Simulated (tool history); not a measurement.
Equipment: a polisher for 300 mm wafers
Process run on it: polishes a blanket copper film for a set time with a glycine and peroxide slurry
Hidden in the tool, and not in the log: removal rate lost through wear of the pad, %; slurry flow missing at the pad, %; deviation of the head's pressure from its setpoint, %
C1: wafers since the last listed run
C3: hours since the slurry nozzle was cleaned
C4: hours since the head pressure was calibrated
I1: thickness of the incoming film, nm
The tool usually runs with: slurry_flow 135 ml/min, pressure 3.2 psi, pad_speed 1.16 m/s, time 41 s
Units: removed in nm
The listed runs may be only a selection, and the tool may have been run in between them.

{"run": 1, "hour": 0.0, "slurry_flow": 135, "pressure": 3.2, "pad_speed": 1.16, "time": 33, "C1": 0, "wafers polished on this pad": 2861, "C3": 232.6, "C4": 370.2, "I1": 1630.3, "removed": 247.5}
{"run": 2, "hour": 44.4, "slurry_flow": 120, "pressure": 3.2, "pad_speed": 1.16, "time": 41, "C1": 721, "wafers polished on this pad": 3582, "C3": 277.0, "C4": 414.6, "I1": 1632.5, "removed": 292.6}
{"run": 3, "hour": 139.0, "slurry_flow": 120, "pressure": 3.2, "pad_speed": 1.16, "time": 41, "C1": 1536, "wafers polished on this pad": 5119, "C3": 371.6, "C4": 509.2, "I1": 1619.6, "removed": 291.3}
{"run": 4, "hour": 227.4, "slurry_flow": 120, "pressure": 3.2, "pad_speed": 1.16, "time": 41, "C1": 1435, "wafers polished on this pad": 6554, "C3": 460.0, "C4": 597.6, "I1": 1618.6, "removed": 285.7}
{"run": 5, "hour": 278.6, "slurry_flow": 135, "pressure": 3.2, "pad_speed": 1.16, "time": 50, "C1": 831, "wafers polished on this pad": 7386, "C3": 511.2, "C4": 648.8, "I1": 1620.5, "removed": 349.9}
{"hour": 309.9, "done": "slurry nozzle cleaned"}
{"hour": 319.8, "done": "head pressure recalibrated"}
{"hour": 417.2, "done": "worn pad replaced by a new one"}
{"run": 6, "hour": 419.4, "slurry_flow": 135, "pressure": 3.2, "pad_speed": 1.16, "time": 41, "C1": 2172, "wafers polished on this pad": 35, "C3": 109.5, "C4": 99.6, "I1": 1625.9, "removed": 316.4}
{"run": 7, "hour": 479.7, "slurry_flow": 135, "pressure": 3.2, "pad_speed": 1.16, "time": 41, "C1": 979, "wafers polished on this pad": 1014, "C3": 169.8, "C4": 159.9, "I1": 1623.8, "removed": 314.6}
{"run": 8, "hour": 786.2, "slurry_flow": 135, "pressure": 3.2, "pad_speed": 1.16, "time": 41, "C1": 4977, "wafers polished on this pad": 5991, "C3": 476.3, "C4": 466.4, "I1": 1624.0, "removed": 302.3}
{"run": 9, "hour": 865.3, "slurry_flow": 135, "pressure": 3.2, "pad_speed": 1.16, "time": 41, "C1": 1284, "wafers polished on this pad": 7276, "C3": 555.4, "C4": 545.5, "I1": 1601.9, "removed": 291.7}
{"hour": 885.3, "done": "slurry nozzle cleaned"}
{"hour": 926.1, "done": "head pressure recalibrated"}
{"run": 10, "hour": 939.0, "slurry_flow": 150, "pressure": 3.2, "pad_speed": 1.16, "time": 41, "C1": 1148, "wafers polished on this pad": 8424, "C3": 53.7, "C4": 12.9, "I1": 1637.7, "removed": 293.3}
{"hour": 969.9, "done": "worn pad replaced by a new one"}
{"run": 11, "hour": 990.1, "slurry_flow": 150, "pressure": 3.2, "pad_speed": 1.16, "time": 41, "C1": 764, "wafers polished on this pad": 327, "C3": 104.8, "C4": 64.0, "I1": 1652.1, "removed": 320.3}
{"run": 12, "hour": 1091.4, "slurry_flow": 150, "pressure": 3.2, "pad_speed": 1.16, "time": 41, "C1": 1645, "wafers polished on this pad": 1972, "C3": 206.1, "C4": 165.3, "I1": 1656.8, "removed": 310.9}
{"run": 13, "hour": 1138.6, "slurry_flow": 135, "pressure": 3.2, "pad_speed": 1.34, "time": 41, "C1": 766, "wafers polished on this pad": 2739, "C3": 253.3, "C4": 212.5, "I1": 1631.7, "removed": 341.4}
{"run": 14, "hour": 1234.3, "slurry_flow": 135, "pressure": 3.2, "pad_speed": 1.34, "time": 41, "C1": 1554, "wafers polished on this pad": 4293, "C3": 349.0, "C4": 308.2, "I1": 1612.3, "removed": 339.3}
{"run": 15, "hour": 1338.0, "slurry_flow": 135, "pressure": 3.2, "pad_speed": 1.16, "time": 37, "C1": 1684, "wafers polished on this pad": 5977, "C3": 452.7, "C4": 411.9, "I1": 1626.0, "removed": 266.9}
{"run": 16, "hour": 1412.1, "slurry_flow": 135, "pressure": 3.2, "pad_speed": 1.16, "time": 37, "C1": 1203, "wafers polished on this pad": 7180, "C3": 526.8, "C4": 486.0, "I1": 1643.4, "removed": 262.9}
{"run": 17, "hour": 1518.9, "slurry_flow": 135, "pressure": 3.2, "pad_speed": 1.16, "time": 37, "C1": 1734, "wafers polished on this pad": 8915, "C3": 633.6, "C4": 592.8, "I1": 1636.7, "removed": 257.2}
{"hour": 1522.5, "done": "slurry nozzle cleaned"}
{"run": 18, "hour": 1577.1, "slurry_flow": 95, "pressure": 2.6, "pad_speed": 1.38, "time": 27, "C1": 928, "wafers polished on this pad": 9844, "C3": 54.6, "C4": 651.0, "I1": 1621.6, "removed": 164.0}
{"hour": 1600.7, "done": "worn pad replaced by a new one"}
{"hour": 1615.9, "done": "head pressure recalibrated"}
{"run": 19, "hour": 1617.2, "slurry_flow": 120, "pressure": 3.2, "pad_speed": 1.5, "time": 32, "C1": 553, "wafers polished on this pad": 235, "C3": 94.7, "C4": 1.3, "I1": 1647.5, "removed": 308.1}
{"run": 20, "hour": 1663.7, "slurry_flow": 135, "pressure": 3.2, "pad_speed": 1.16, "time": 33, "C1": 755, "wafers polished on this pad": 990, "C3": 141.2, "C4": 47.8, "I1": 1639.7, "removed": 249.2}
{"run": 21, "hour": 1703.0, "slurry_flow": 120, "pressure": 2.6, "pad_speed": 1.26, "time": 46, "C1": 638, "wafers polished on this pad": 1628, "C3": 180.5, "C4": 87.1, "I1": 1643.0, "removed": 312.0}
{"run": 22, "hour": 1762.3, "slurry_flow": 135, "pressure": 3.2, "pad_speed": 0.92, "time": 54, "C1": 963, "wafers polished on this pad": 2591, "C3": 239.8, "C4": 146.4, "I1": 1593.0, "removed": 344.3}
{"run": 23, "hour": 1819.5, "slurry_flow": 135, "pressure": 3.2, "pad_speed": 0.84, "time": 41, "C1": 928, "wafers polished on this pad": 3520, "C3": 297.0, "C4": 203.6, "I1": 1658.6, "removed": 233.1}
{"run": 24, "hour": 1860.7, "slurry_flow": 95, "pressure": 2.8, "pad_speed": 1.42, "time": 37, "C1": 669, "wafers polished on this pad": 4189, "C3": 338.2, "C4": 244.8, "I1": 1629.9, "removed": 261.4}
{"run": 25, "hour": 1897.6, "slurry_flow": 120, "pressure": 3.7, "pad_speed": 0.86, "time": 53, "C1": 599, "wafers polished on this pad": 4789, "C3": 375.1, "C4": 281.7, "I1": 1655.0, "removed": 331.2}
{"run": 26, "hour": 1984.7, "slurry_flow": 135, "pressure": 3.2, "pad_speed": 1.16, "time": 41, "C1": 1414, "wafers polished on this pad": 6203, "C3": 462.2, "C4": 368.8, "I1": 1638.6, "removed": 300.2}
{"run": 27, "hour": 2058.9, "slurry_flow": 135, "pressure": 4.0, "pad_speed": 0.98, "time": 48, "C1": 1204, "wafers polished on this pad": 7408, "C3": 536.4, "C4": 443.0, "I1": 1642.7, "removed": 355.2}
{"hour": 2066.6, "done": "slurry nozzle cleaned"}
{"hour": 2134.0, "done": "head pressure recalibrated"}
{"run": 28, "hour": 2152.1, "slurry_flow": 135, "pressure": 3.2, "pad_speed": 1.16, "time": 41, "C1": 1464, "wafers polished on this pad": 8873, "C3": 85.5, "C4": 18.1, "I1": 1612.7, "removed": 291.0}
{"run": 29, "hour": 2233.9, "slurry_flow": 135, "pressure": 3.2, "pad_speed": 1.16, "time": 41, "C1": 1328, "wafers polished on this pad": 10201, "C3": 167.3, "C4": 99.9, "I1": 1629.4, "removed": 276.6}
{"hour": 2247.2, "done": "worn pad replaced by a new one"}
{"run": 30, "hour": 2270.4, "slurry_flow": 100, "pressure": 3.2, "pad_speed": 1.54, "time": 27, "C1": 527, "wafers polished on this pad": 376, "C3": 203.8, "C4": 136.4, "I1": 1646.4, "removed": 251.4}
{"run": 31, "hour": 2315.1, "slurry_flow": 135, "pressure": 3.5, "pad_speed": 1.16, "time": 41, "C1": 725, "wafers polished on this pad": 1102, "C3": 248.5, "C4": 181.1, "I1": 1645.6, "removed": 332.6}
{"run": 32, "hour": 2409.0, "slurry_flow": 165, "pressure": 3.2, "pad_speed": 1.16, "time": 41, "C1": 1524, "wafers polished on this pad": 2627, "C3": 342.4, "C4": 275.0, "I1": 1656.9, "removed": 324.2}
{"run": 33, "hour": 2473.5, "slurry_flow": 135, "pressure": 3.2, "pad_speed": 1.16, "time": 41, "C1": 1047, "wafers polished on this pad": 3674, "C3": 406.9, "C4": 339.5, "I1": 1633.0, "removed": 307.8}
{"run": 34, "hour": 2545.0, "slurry_flow": 100, "pressure": 3.2, "pad_speed": 1.16, "time": 33, "C1": 1161, "wafers polished on this pad": 4835, "C3": 478.4, "C4": 411.0, "I1": 1618.8, "removed": 226.6}
{"hour": 2640.7, "done": "slurry nozzle cleaned"}
{"run": 35, "hour": 2652.1, "slurry_flow": 135, "pressure": 2.2, "pad_speed": 1.16, "time": 32, "C1": 1723, "wafers polished on this pad": 6558, "C3": 11.4, "C4": 518.1, "I1": 1643.8, "removed": 171.8}
{"run": 36, "hour": 2734.1, "slurry_flow": 110, "pressure": 2.5, "pad_speed": 1.16, "time": 41, "C1": 1331, "wafers polished on this pad": 7890, "C3": 93.4, "C4": 600.1, "I1": 1633.7, "removed": 230.5}
{"run": 37, "hour": 2783.5, "slurry_flow": 135, "pressure": 2.9, "pad_speed": 1.16, "time": 51, "C1": 802, "wafers polished on this pad": 8692, "C3": 142.8, "C4": 649.5, "I1": 1650.3, "removed": 334.6}

Alternative continuations, all from the tool just after run 37; predict every row:
{"run": "A", "hour": 2783.9, "slurry_flow": 135, "pressure": 3.2, "pad_speed": 1.16, "time": 52, "C1": 6, "wafers polished on this pad": 8699, "C3": 143.2, "C4": 649.9, "I1": 1646.4, "removed": "?"}
{"run": "B", "hour": 2783.9, "slurry_flow": 105, "pressure": 3.7, "pad_speed": 1.16, "time": 49, "C1": 6, "wafers polished on this pad": 8699, "C3": 143.2, "C4": 649.9, "I1": 1646.4, "removed": "?"}
{"run": "C", "hour": 2783.9, "slurry_flow": 135, "pressure": 4.1, "pad_speed": 0.9, "time": 41, "C1": 6, "wafers polished on this pad": 8699, "C3": 143.2, "C4": 649.9, "I1": 1646.4, "removed": "?"}

run=A removed=363.7
run=B removed=366.0
run=C removed=285.4
Take away the tool's hidden state, keep each run's random variation, and the runs would have read:
run=A removed=405.4
run=B removed=408.0
run=C removed=318.2
